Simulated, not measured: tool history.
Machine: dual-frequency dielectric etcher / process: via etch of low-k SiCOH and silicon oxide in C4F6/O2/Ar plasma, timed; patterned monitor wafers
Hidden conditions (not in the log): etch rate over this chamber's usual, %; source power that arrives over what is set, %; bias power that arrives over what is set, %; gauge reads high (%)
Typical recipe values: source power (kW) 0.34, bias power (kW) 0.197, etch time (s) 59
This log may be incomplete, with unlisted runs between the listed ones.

run	day	source power (kW)	bias power (kW)	etch time (s)	wafers since the last listed run	hours since the last wet clean	hours since the last source power generator calibration	hours since the last bias power generator calibration	hours since the last upper electrode change	hours since the gauge calibration	read-back reference wafer on the same gauge, depth_nm	mean etch depth across the wafer (Å)
1	0	0.34	0.197	59	0	667.8	3537.6	4077.8	4379.3	7.1	188.1	1495
# day 1.075: wet clean of the chamber
2	1.775	0.34	0.197	70	291	16.8	3580.2	4120.4	4421.9	49.7	188.1	1866
3	3.517	0.34	0.197	59	656	58.6	3622	4162.2	4463.7	91.5	188.1	1568
4	5.375	0.36	0.197	64	700	103.2	3666.6	4206.8	4508.3	136.1	188.2	1754
5	9.55	0.36	0.197	64	1572	203.4	3766.8	4307	4608.5	236.3	187.8	1734
6	13.271	0.36	0.197	64	1401	292.7	3856.1	4396.3	4697.8	325.6	188	1727
7	16.888	0.34	0.197	59	1362	379.5	3942.9	4483.1	4784.6	412.4	187.9	1526
# day 25.788: upper electrode replaced
# day 27.929: wet clean of the chamber
8	30.196	0.34	0.197	59	4260	54.4	4262.3	4802.5	105.8	731.8	187.9	1607
# day 32.488: bias power generator calibrated
9	32.9	0.34	0.197	59	955	119.3	4327.2	9.9	170.7	796.7	188	1596
10	34.979	0.34	0.197	59	783	169.2	4377.1	59.8	220.6	846.6	188.4	1580
11	36.908	0.4	0.197	59	726	215.5	4423.4	106.1	266.9	892.9	188	1662
12	38.688	0.27	0.197	59	670	258.2	4466.1	148.8	309.6	935.6	188	1458
13	44.388	0.27	0.173	42.5	2147	395	4602.9	285.6	446.4	1072.4	187.7	989
14	48	0.34	0.197	59	1360	481.7	4689.6	372.3	533.1	1159.1	187.9	1533
15	50.45	0.4	0.177	73	922	540.5	4748.4	431.1	591.9	1217.9	188.1	1905
# day 51.842: wet clean of the chamber
16	52.112	0.34	0.197	59	249	6.5	4788.3	471	631.8	1257.8	188	1565
17	54.492	0.32	0.197	59	896	63.6	4845.4	528.1	688.9	1314.9	187.7	1558
18	56.708	0.39	0.222	52	835	116.8	4898.6	581.3	742.1	1368.1	188.1	1490
19	60.462	0.34	0.197	59	1414	206.9	4988.7	671.4	832.2	1458.2	188.4	1538
20	64.958	0.39	0.231	72.5	1693	314.8	5096.6	779.3	940.1	1566.1	187.9	2078
21	74.558	0.34	0.218	59	3616	545.2	5327	1009.7	1170.5	1796.5	187.9	1539
22	77.4	0.34	0.197	41.5	1070	613.4	5395.2	1077.9	1238.7	1864.7	187.9	1052
# day 78.288: source power generator calibrated
# day 78.588: wet clean of the chamber
23	79.988	0.34	0.218	50	799	33.6	40.8	1140	1300.8	1926.8	187.8	1397
# day 81.354: gauge calibrated
24	84.446	0.34	0.197	59	1679	140.6	147.8	1247	1407.8	74.2	187.7	1572
25	87.758	0.34	0.197	74.5	1247	220.1	227.3	1326.5	1487.3	153.7	187.9	1969
26	92.062	0.29	0.157	59	1621	323.4	330.6	1429.8	1590.6	257	188.1	1342
27	95.604	0.29	0.21	75	1334	408.4	415.6	1514.8	1675.6	342	188	1926
# day 100.962: wet clean of the chamber
28	102.354	0.34	0.155	59	2166	33.4	577.6	1676.8	1837.6	504	187.8	1443
29	104.675	0.29	0.21	75	874	89.1	633.3	1732.5	1893.3	559.7	187.9	1974
30	108.792	0.38	0.215	74.5	1550	187.9	732.1	1831.3	1992.1	658.5	187.8	2100

Selected run-to-run steps in mean etch depth across the wafer (Å), each split into two signed amounts: the part the tool would show with no hidden state at all (from settings, incoming material and random variation), and the remainder, which goes to the hidden state together with any gauge scatter not common to the measured and the hidden-state-free results:
Run 1 -> 2: etch time (s) 59 -> 70, wet clean of the chamber. mean etch depth across the wafer (Å) +371: hidden state +89, all else +282.
Run 13 -> 14: source power (kW) 0.27 -> 0.34, bias power (kW) 0.173 -> 0.197, etch time (s) 42.5 -> 59. mean etch depth across the wafer (Å) +544: hidden state -26, all else +570.
Run 22 -> 23: bias power (kW) 0.197 -> 0.218, etch time (s) 41.5 -> 50, source power generator calibrated, wet clean of the chamber. mean etch depth across the wafer (Å) +345: hidden state +63, all else +282.
Run 25 -> 26: source power (kW) 0.34 -> 0.29, bias power (kW) 0.197 -> 0.157, etch time (s) 74.5 -> 59. mean etch depth across the wafer (Å) -627: hidden state +1, all else -628.
Run 26 -> 27: bias power (kW) 0.157 -> 0.21, etch time (s) 59 -> 75. mean etch depth across the wafer (Å) +584: hidden state -34, all else +618.
Run 27 -> 28: source power (kW) 0.29 -> 0.34, bias power (kW) 0.21 -> 0.155, etch time (s) 75 -> 59, wet clean of the chamber. mean etch depth across the wafer (Å) -483: hidden state +70, all else -553.

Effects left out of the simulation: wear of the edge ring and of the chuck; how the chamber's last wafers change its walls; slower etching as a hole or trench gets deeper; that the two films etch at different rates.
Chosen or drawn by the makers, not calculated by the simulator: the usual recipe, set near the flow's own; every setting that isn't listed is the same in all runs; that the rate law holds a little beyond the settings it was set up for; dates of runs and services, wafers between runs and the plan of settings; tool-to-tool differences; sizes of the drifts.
